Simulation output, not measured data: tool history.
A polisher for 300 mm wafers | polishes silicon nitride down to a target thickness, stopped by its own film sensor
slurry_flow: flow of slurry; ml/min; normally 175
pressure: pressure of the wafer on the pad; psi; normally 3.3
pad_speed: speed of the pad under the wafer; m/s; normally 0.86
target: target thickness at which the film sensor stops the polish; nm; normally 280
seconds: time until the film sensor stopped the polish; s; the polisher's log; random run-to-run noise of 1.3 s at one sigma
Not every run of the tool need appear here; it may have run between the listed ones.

run   hour  slurry_flow  pressure  pad_speed  target  wafers since the last listed run  wafers polished on this pad  hours since the slurry nozzle was cleaned  hours since the head pressure was calibrated  incoming thickness of the incoming film, nm  seconds
  1    0.0          175       3.3       0.64     280                                 0                          570                                      304.5                                         443.5                                        472.6    184.6
  2   11.9          175       3.3       0.64     280                                53                          623                                      316.4                                         455.4                                        464.3    177.0
  3   23.4          175       3.3       0.64     280                                51                          675                                      327.9                                         466.9                                        472.0    185.3
  4   34.2          175       3.3       0.86     280                                48                          723                                      338.7                                         477.7                                        469.2    146.1
  5   40.9          175       3.3       0.96     251                                29                          753                                      345.4                                         484.4                                        463.4    151.3
      53.7  -- worn pad replaced by a new one
  6   54.2          175       3.3       0.96     251                                41                            2                                      358.7                                         497.7                                        477.3    157.7
  7   60.0          175       3.3       0.96     251                                25                           28                                      364.5                                         503.5                                        468.7    152.0
  8   66.7          175       3.3       0.86     280                                29                           57                                      371.2                                         510.2                                        469.3    144.5
  9   81.6          130       3.3       0.86     280                                66                          124                                      386.1                                         525.1                                        469.8    154.7
 10   99.2          175       2.4       0.86     280                                78                          202                                      403.7                                         542.7                                        476.3    200.2
 11  105.9          175       2.4       0.86     280                                29                          232                                      410.4                                         549.4                                        474.5    197.5
 12  123.4          175       2.4       0.86     280                                78                          310                                      427.9                                         566.9                                        465.5    185.8
 13  130.4          175       3.3       0.86     280                                31                          341                                      434.9                                         573.9                                        478.0    152.5
 14  142.0          175       3.3       0.86     280                                51                          393                                      446.5                                         585.5                                        471.4    144.1
 15  155.0          175       3.3       0.76     280                                57                          451                                      459.5                                         598.5                                        475.6    163.9
 16  166.5          175       3.3       0.78     239                                51                          502                                      471.0                                         610.0                                        467.9    187.6
 17  182.4          175       3.3       0.86     280                                70                          573                                      486.9                                         625.9                                        467.9    144.8
 18  188.6          135       2.2       0.94     280                                27                          601                                      493.1                                         632.1                                        463.2    193.2
     203.8  -- head pressure recalibrated
 19  204.3          175       3.3       0.86     280                                61                          662                                      508.8                                           0.5                                        464.8    140.7
     209.6  -- worn pad replaced by a new one
 20  216.0          175       3.3       0.86     222                                34                           28                                      520.5                                          12.2                                        464.2    185.0
 21  232.7          195       2.5       0.96     245                                74                          102                                      537.2                                          28.9                                        476.2    204.5
 22  244.4          175       2.2       0.86     280                                52                          155                                      548.9                                          40.6                                        478.2    215.7
 23  259.6          175       3.3       0.86     280                                67                          222                                      564.1                                          55.8                                        477.5    149.7
 24  272.0          200       3.3       0.86     246                                55                          278                                      576.5                                          68.2                                        468.2    167.8
 25  305.3          175       3.3       0.86     280                               148                          426                                      609.8                                         101.5                                        469.6    143.7
 26  314.3          175       3.3       0.86     280                                40                          466                                      618.8                                         110.5                                        466.5    142.3
 27  324.5          120       2.4       0.86     280                                45                          512                                      629.0                                         120.7                                        462.8    195.4
 28  332.1          175       2.9       0.86     318                                33                          546                                      636.6                                         128.3                                        477.8    136.4
     333.6  -- slurry nozzle cleaned
 29  345.0          210       3.7       0.98     280                                53                          599                                       11.4                                         141.2                                        463.4    109.9
 30  356.7          175       3.3       0.86     304                                52                          651                                       23.1                                         152.9                                        475.4    130.6
 31  367.3          145       4.1       1.04     263                                47                          698                                       33.7                                         163.5                                        468.1    115.0
 32  376.8          175       3.3       0.74     280                                42                          740                                       43.2                                         173.0                                        475.2    166.5
     392.2  -- worn pad replaced by a new one
 33  392.7          175       3.3       0.86     280                                53                            2                                       59.1                                         188.9                                        472.0    146.0
 34  403.3          175       3.3       1.08     319                                47                           49                                       69.7                                         199.5                                        467.1     94.8
 35  414.9          175       2.2       0.96     335                                51                          101                                       81.3                                         211.1                                        471.5    134.6
 36  431.7          195       3.3       1.06     280                                74                          176                                       98.1                                         227.9                                        466.1    119.6
 37  448.1          175       3.3       0.86     280                                73                          249                                      114.5                                         244.3                                        477.8    151.3

State the hidden condition of the tool at each of the runs:
removal rate lost through wear of the pad, %: 0 at every run
slurry flow missing at the pad, %: 0 at every run
deviation of the head's pressure from its setpoint, %: 0 at every run
